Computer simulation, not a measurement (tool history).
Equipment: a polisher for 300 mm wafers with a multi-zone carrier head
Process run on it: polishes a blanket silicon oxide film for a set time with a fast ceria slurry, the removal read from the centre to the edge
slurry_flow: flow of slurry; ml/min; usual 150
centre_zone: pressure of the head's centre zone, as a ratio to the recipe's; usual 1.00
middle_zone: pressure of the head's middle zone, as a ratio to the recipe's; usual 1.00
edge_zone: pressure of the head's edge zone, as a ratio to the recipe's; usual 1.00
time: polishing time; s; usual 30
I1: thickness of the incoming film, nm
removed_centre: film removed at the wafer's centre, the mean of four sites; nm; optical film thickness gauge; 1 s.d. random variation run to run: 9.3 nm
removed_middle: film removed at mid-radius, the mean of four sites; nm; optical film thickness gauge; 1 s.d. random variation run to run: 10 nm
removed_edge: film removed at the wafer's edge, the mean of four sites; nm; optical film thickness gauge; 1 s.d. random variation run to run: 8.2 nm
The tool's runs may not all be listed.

run 1 day=0.000 | slurry_flow=150 centre_zone=1.00 middle_zone=1.00 edge_zone=1.00 time=36 | I1=1982.1 | removed_centre=876.7 removed_middle=865.3 removed_edge=886.2
run 2 day=0.508 | slurry_flow=150 centre_zone=1.00 middle_zone=1.00 edge_zone=1.00 time=30 | I1=1983.2 | removed_centre=721.1 removed_middle=731.1 removed_edge=729.3
run 3 day=0.904 | slurry_flow=150 centre_zone=0.93 middle_zone=1.00 edge_zone=1.00 time=30 | I1=1939.9 | removed_centre=688.4 removed_middle=720.0 removed_edge=721.3
run 4 day=1.517 | slurry_flow=150 centre_zone=0.93 middle_zone=1.00 edge_zone=1.00 time=30 | I1=1948.9 | removed_centre=702.5 removed_middle=736.7 removed_edge=753.3
-- day=1.625 slurry nozzle cleaned
run 5 day=2.262 | slurry_flow=150 centre_zone=1.00 middle_zone=1.00 edge_zone=1.00 time=30 | I1=1992.1 | removed_centre=740.5 removed_middle=712.0 removed_edge=731.0
-- day=2.596 worn pad replaced by a new one
-- day=2.892 carrier head's membrane replaced by a new one
run 6 day=2.912 | slurry_flow=110 centre_zone=1.00 middle_zone=1.00 edge_zone=1.00 time=34 | I1=1982.1 | removed_centre=770.9 removed_middle=757.0 removed_edge=786.3
run 7 day=3.138 | slurry_flow=195 centre_zone=1.00 middle_zone=1.12 edge_zone=1.00 time=30 | I1=1977.6 | removed_centre=781.6 removed_middle=836.6 removed_edge=762.6
run 8 day=3.671 | slurry_flow=120 centre_zone=1.00 middle_zone=1.00 edge_zone=1.10 time=35 | I1=1959.4 | removed_centre=810.7 removed_middle=801.8 removed_edge=866.7
run 9 day=4.367 | slurry_flow=180 centre_zone=1.00 middle_zone=1.04 edge_zone=1.00 time=30 | I1=1985.8 | removed_centre=769.9 removed_middle=759.8 removed_edge=748.3
run 10 day=4.712 | slurry_flow=175 centre_zone=1.11 middle_zone=1.09 edge_zone=1.05 time=30 | I1=1961.1 | removed_centre=826.2 removed_middle=774.5 removed_edge=787.8
run 11 day=5.354 | slurry_flow=105 centre_zone=1.00 middle_zone=0.95 edge_zone=1.00 time=30 | I1=1943.0 | removed_centre=664.4 removed_middle=625.5 removed_edge=683.6
run 12 day=5.842 | slurry_flow=150 centre_zone=1.00 middle_zone=1.00 edge_zone=1.00 time=30 | I1=1954.4 | removed_centre=732.4 removed_middle=726.2 removed_edge=732.9
-- day=6.721 centre zone pressure recalibrated
-- day=6.892 edge zone pressure recalibrated
run 13 day=7.071 | slurry_flow=195 centre_zone=0.94 middle_zone=1.00 edge_zone=1.00 time=30 | I1=1948.8 | removed_centre=726.4 removed_middle=752.2 removed_edge=771.5
run 14 day=7.954 | slurry_flow=150 centre_zone=1.00 middle_zone=1.00 edge_zone=1.00 time=30 | I1=1960.2 | removed_centre=743.9 removed_middle=716.0 removed_edge=732.0
-- day=8.196 worn pad replaced by a new one
run 15 day=8.508 | slurry_flow=135 centre_zone=1.12 middle_zone=1.00 edge_zone=1.09 time=27 | I1=1932.4 | removed_centre=720.1 removed_middle=642.7 removed_edge=684.0
run 16 day=8.988 | slurry_flow=185 centre_zone=1.00 middle_zone=0.93 edge_zone=0.90 time=26 | I1=2008.2 | removed_centre=663.9 removed_middle=621.8 removed_edge=622.2

For run 17, what comes out?
run 17 day=9.492 | slurry_flow=150 centre_zone=1.00 middle_zone=0.88 edge_zone=1.00 time=30 | I1=1960.2 | removed_centre=? removed_middle=? removed_edge=?

{"run 17": {"removed_centre": 737.6, "removed_middle": 656.1, "removed_edge": 746.0}}
Without the tool's hidden state the same run would have given removed_centre 737.6 nm, removed_middle 656.1 nm, removed_edge 746.0 nm.
